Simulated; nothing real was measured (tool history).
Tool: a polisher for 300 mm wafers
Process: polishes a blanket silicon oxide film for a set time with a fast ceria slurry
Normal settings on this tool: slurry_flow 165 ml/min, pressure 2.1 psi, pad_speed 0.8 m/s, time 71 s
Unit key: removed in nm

run	hour	slurry_flow	pressure	pad_speed	time	incoming thickness of the incoming film, nm	removed
1	0	165	2.1	0.8	71	1858.7	685.4
2	9.7	165	2.1	0.8	71	1899.4	688.4
3	20.6	165	2.1	0.8	71	1897.4	690.7
4	34.8	165	2.1	0.8	71	1908.2	687.2
5	41.2	165	2.1	0.8	71	1899.9	679.2
# hour 58.7: worn pad replaced by a new one
6	59.2	165	2.1	0.8	71	1891.9	689.4
# hour 68.6: slurry nozzle cleaned
7	69.1	165	2.1	0.8	71	1897.6	630.2
8	80.4	165	2.1	0.8	71	1878.7	623.3
9	93.5	165	2.1	0.8	71	1882.1	630.8
# hour 98.9: slurry nozzle cleaned, repeated, since the last time left the tool worse
10	109.9	165	2.6	0.8	71	1873.5	839.7
11	119.9	165	2.1	0.8	71	1920.2	711.3
# hour 128.6: head pressure recalibrated
12	135.6	120	2.1	0.7	55	1911.4	457.2
13	144.9	165	2.1	0.8	71	1892.6	706.9
14	157.1	150	2.1	0.8	85	1888.5	834.5
# hour 167: worn pad replaced by a new one
15	172.6	220	1.8	0.8	86	1887	785.1
16	183.4	165	2.1	0.7	71	1873.7	624.3

5 options for the next run, each taken on its own from the tool as it stands now. Forecast them:
A	183.8	165	2.1	0.6	71	1916.4	?
B	183.8	145	2.1	0.68	89	1916.4	?
C	183.8	165	1.8	0.66	85	1916.4	?
D	183.8	165	1.8	0.88	71	1916.4	?
E	183.8	165	1.5	0.8	80	1916.4	?

run	removed
A	528.8
B	735.7
C	618.5
D	688.8
E	616.7
Had the tool no hidden state, the same runs would have come out as:
run	removed
A	536.7
B	748
C	627.7
D	699.1
E	625.9

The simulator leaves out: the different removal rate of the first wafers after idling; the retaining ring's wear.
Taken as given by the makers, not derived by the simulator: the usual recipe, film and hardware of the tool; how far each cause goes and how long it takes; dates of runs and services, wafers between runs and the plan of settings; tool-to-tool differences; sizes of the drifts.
